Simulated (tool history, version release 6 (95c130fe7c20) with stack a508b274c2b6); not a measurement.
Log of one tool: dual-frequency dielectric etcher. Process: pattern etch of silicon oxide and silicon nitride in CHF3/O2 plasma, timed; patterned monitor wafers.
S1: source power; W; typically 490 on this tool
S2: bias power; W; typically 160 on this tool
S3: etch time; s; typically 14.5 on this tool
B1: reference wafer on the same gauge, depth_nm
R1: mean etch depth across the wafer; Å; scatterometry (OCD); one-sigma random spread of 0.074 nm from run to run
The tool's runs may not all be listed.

run	hour	S1	S2	S3	B1	R1
1	0.0	540	160	14.5	20.00	198.6
2	92.5	540	160	14.5	20.00	199.6
3	195.4	490	160	14.5	19.99	193.2
# hour 227.5: wet clean of the chamber
4	239.5	490	160	14.5	20.01	192.5
5	321.0	490	169	14.5	19.99	196.4
6	384.4	490	160	14.5	20.00	192.6
7	470.8	490	160	14.5	19.99	191.3
# hour 510.7: gauge calibrated
8	569.6	490	160	14.5	20.00	192.3
9	676.8	410	160	14.5	20.02	180.0
# hour 716.6: upper electrode replaced
# hour 719.7: source power generator calibrated
# hour 736.0: wet clean of the chamber
10	736.5	410	160	14.5	20.01	179.2
11	790.9	410	160	14.5	20.01	180.1
12	878.9	490	142	14.5	19.99	184.1
13	977.4	490	142	14.5	20.00	184.0
14	1033.6	540	127	14.5	20.00	183.7
# hour 1129.1: bias power generator calibrated
15	1191.6	490	160	14.5	20.00	192.3
16	1269.9	490	146	17.0	20.02	219.8
# hour 1325.0: wet clean of the chamber
17	1352.5	540	129	17.0	20.00	215.4
18	1437.4	490	192	13.0	20.00	184.0
19	1517.8	490	160	14.5	20.01	192.9
20	1597.8	490	160	14.5	19.99	193.0
21	1636.0	400	200	10.5	19.99	140.5
# hour 1714.2: gauge calibrated
22	1737.5	590	173	14.5	20.01	212.8
23	1803.2	600	133	11.0	20.00	147.6
# hour 1900.8: wet clean of the chamber
24	1901.3	490	160	14.5	20.00	192.1
25	2002.9	490	142	14.5	20.00	183.4
26	2085.8	420	160	14.5	20.01	181.8
27	2165.2	490	160	14.5	20.00	191.8

State the hidden condition of the tool at each of the runs:
etch rate over this chamber's usual, %: 0, the same for each run
source power that arrives over what is set, %: 0, the same for each run
bias power that arrives over what is set, %: 0, the same for each run
gauge reads high (%): 0, the same for each run

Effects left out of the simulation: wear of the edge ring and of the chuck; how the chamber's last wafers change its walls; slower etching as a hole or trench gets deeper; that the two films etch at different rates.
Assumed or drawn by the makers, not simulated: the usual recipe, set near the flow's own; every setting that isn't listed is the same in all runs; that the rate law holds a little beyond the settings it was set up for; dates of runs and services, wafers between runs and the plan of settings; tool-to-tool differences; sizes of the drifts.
